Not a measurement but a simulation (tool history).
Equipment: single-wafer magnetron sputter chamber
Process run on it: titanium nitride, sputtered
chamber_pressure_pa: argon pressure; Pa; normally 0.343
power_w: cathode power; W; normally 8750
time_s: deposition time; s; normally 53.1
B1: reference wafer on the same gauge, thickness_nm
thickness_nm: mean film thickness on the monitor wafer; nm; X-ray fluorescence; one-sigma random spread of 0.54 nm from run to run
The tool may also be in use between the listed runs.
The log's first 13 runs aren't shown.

At hour 699.6: sputter target and shields replaced.
Run 14, hour 757.8: usual settings but time_s 58.8 s; B1 84.380. Result: thickness_nm 100.482 nm.
Run 15, hour 816.5: usual settings but time_s 58.8 s; B1 84.730. Result: thickness_nm 100.950 nm.
Run 16, hour 924.6: usual settings; B1 84.723. Result: thickness_nm 91.270 nm.
At hour 980.3: sputter target and shields replaced.
Run 17, hour 980.8: usual settings but chamber_pressure_pa 0.472 Pa, power_w 10200 W; B1 84.256. Result: thickness_nm 99.644 nm.
Run 18, hour 999.8: usual settings but chamber_pressure_pa 0.245 Pa, power_w 6850 W, time_s 48.3 s; B1 84.813. Result: thickness_nm 68.994 nm.
At hour 1019.6: magnet pack replaced.
Run 19, hour 1042.5: usual settings but chamber_pressure_pa 0.240 Pa, time_s 61.6 s; B1 84.849. Result: thickness_nm 111.820 nm.
At hour 1073.1: gauge calibrated.
Run 20, hour 1098.2: usual settings; B1 84.780. Result: thickness_nm 90.479 nm.
At hour 1139.8: capacitance manometer re-zeroed and calibrated.
Run 21, hour 1140.3: usual settings; B1 84.745. Result: thickness_nm 91.981 nm.
Run 22, hour 1163.2: usual settings but chamber_pressure_pa 0.405 Pa, power_w 9950 W, time_s 58.0 s; B1 84.649. Result: thickness_nm 110.387 nm.
Run 23, hour 1210.0: usual settings but power_w 10450 W, time_s 61.5 s; B1 84.513. Result: thickness_nm 125.621 nm.
Run 24, hour 1248.0: usual settings; B1 84.624. Result: thickness_nm 91.573 nm.
At hour 1285.4: sputter target and shields replaced.
Run 25, hour 1297.5: usual settings but chamber_pressure_pa 0.227 Pa, power_w 6650 W, time_s 63.6 s; B1 84.753. Result: thickness_nm 88.836 nm.
Run 26, hour 1340.1: usual settings but chamber_pressure_pa 0.302 Pa, power_w 7650 W; B1 84.833. Result: thickness_nm 81.611 nm.
Run 27, hour 1398.4: usual settings but chamber_pressure_pa 0.402 Pa, power_w 9400 W; B1 84.511. Result: thickness_nm 94.609 nm.
Run 28, hour 1468.2: usual settings but power_w 8100 W, time_s 47.5 s; B1 84.334. Result: thickness_nm 75.079 nm.
Run 29, hour 1539.4: usual settings; B1 84.689. Result: thickness_nm 90.769 nm.
Run 30, hour 1579.4: usual settings but chamber_pressure_pa 0.247 Pa, time_s 59.6 s; B1 84.466. Result: thickness_nm 107.640 nm.

3 options for the next run, each taken on its own from the tool as it stands now. Forecast them:
Run A, hour 1579.8: usual settings; B1 ?. Result: thickness_nm ?.
Run B, hour 1579.8: usual settings but chamber_pressure_pa 0.305 Pa, power_w 10200 W, time_s 44.5 s; B1 ?. Result: thickness_nm ?.
Run C, hour 1579.8: usual settings but power_w 10350 W; B1 ?. Result: thickness_nm ?.

run      B1  thickness_nm
  A  84.438        91.352
  B  84.438        90.509
  C  84.438       107.538
Stripped of hidden state, with their random variation kept, the same runs would have yielded:
run  thickness_nm
  A        91.352
  B        90.509
  C       107.538
